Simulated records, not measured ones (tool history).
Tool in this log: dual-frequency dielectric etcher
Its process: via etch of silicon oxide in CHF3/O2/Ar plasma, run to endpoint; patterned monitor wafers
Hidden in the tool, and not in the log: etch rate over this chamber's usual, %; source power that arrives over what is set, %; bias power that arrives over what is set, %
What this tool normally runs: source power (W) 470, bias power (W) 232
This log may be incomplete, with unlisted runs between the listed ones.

run,hour,source power (W),bias power (W),wafers since the last listed run,hours since the last wet clean,hours since the last source power generator calibration,hours since the last bias power generator calibration,hours since the last upper electrode change,"incoming incoming film thickness, nm",endpoint time (s)
1,0,420,232,0,77.6,657.3,4163.3,2472.4,571.6,316.5
2,104.8,470,232,601,182.4,762.1,4268.1,2577.2,567.9,305.1
3,158,470,232,305,235.6,815.3,4321.3,2630.4,572.2,310
4,205.8,530,232,274,283.4,863.1,4369.1,2678.2,570.6,297.9
5,269.2,470,232,363,346.8,926.5,4432.5,2741.6,568.7,313.6
# hour 294.3: wet clean of the chamber
6,307.2,470,232,80,12.9,964.5,4470.5,2779.6,564.1,293.1
7,386.2,470,232,453,91.9,1043.5,4549.5,2858.6,565.1,299.8
8,422.3,470,232,207,128,1079.6,4585.6,2894.7,568.2,300.4
# hour 432.9: bias power generator calibrated
9,485.1,470,247,337,190.8,1142.4,52.2,2957.5,562.9,296.2
10,574.3,470,247,511,280,1231.6,141.4,3046.7,569.1,304.7
11,626.1,370,289,297,331.8,1283.4,193.2,3098.5,568.5,312.3
# hour 692.8: wet clean of the chamber
12,707.1,510,258,326,14.3,1364.4,274.2,3179.5,567.8,281.3
# hour 770.5: upper electrode replaced
13,771,470,232,228,78.2,1428.3,338.1,0.5,564.8,304.2
14,804.8,470,232,193,112,1462.1,371.9,34.3,567.9,307.9
15,883.6,430,232,452,190.8,1540.9,450.7,113.1,569.8,322.9
16,937.6,410,259,309,244.8,1594.9,504.7,167.1,571.2,319.9
# hour 1000.6: source power generator calibrated
17,1011.3,470,232,399,318.5,10.7,578.4,240.8,568.2,316
# hour 1080.9: wet clean of the chamber
18,1081.4,410,232,264,0.5,80.8,648.5,310.9,568,316.4
19,1142.3,410,289,349,61.4,141.7,709.4,371.8,571,292.6
20,1293.2,470,232,865,212.3,292.6,860.3,522.7,569.2,308.4
21,1364.8,370,185,410,283.9,364.2,931.9,594.3,569.1,377.7

5 options for the next run, each taken on its own from the tool as it stands now. Forecast them:
A,1365.3,440,232,2,284.4,364.7,932.4,594.8,569.5,?
B,1365.3,520,205,2,284.4,364.7,932.4,594.8,569.5,?
C,1365.3,530,278,2,284.4,364.7,932.4,594.8,569.5,?
D,1365.3,520,263,2,284.4,364.7,932.4,594.8,569.5,?
E,1365.3,590,232,2,284.4,364.7,932.4,594.8,569.5,?

run,endpoint time (s)
A,322.3
B,317.4
C,280.5
D,288.6
E,288.9
Without the tool's unlogged condition, the same runs would have read:
run,endpoint time (s)
A,307.7
B,303
C,267.8
D,275.5
E,275.8
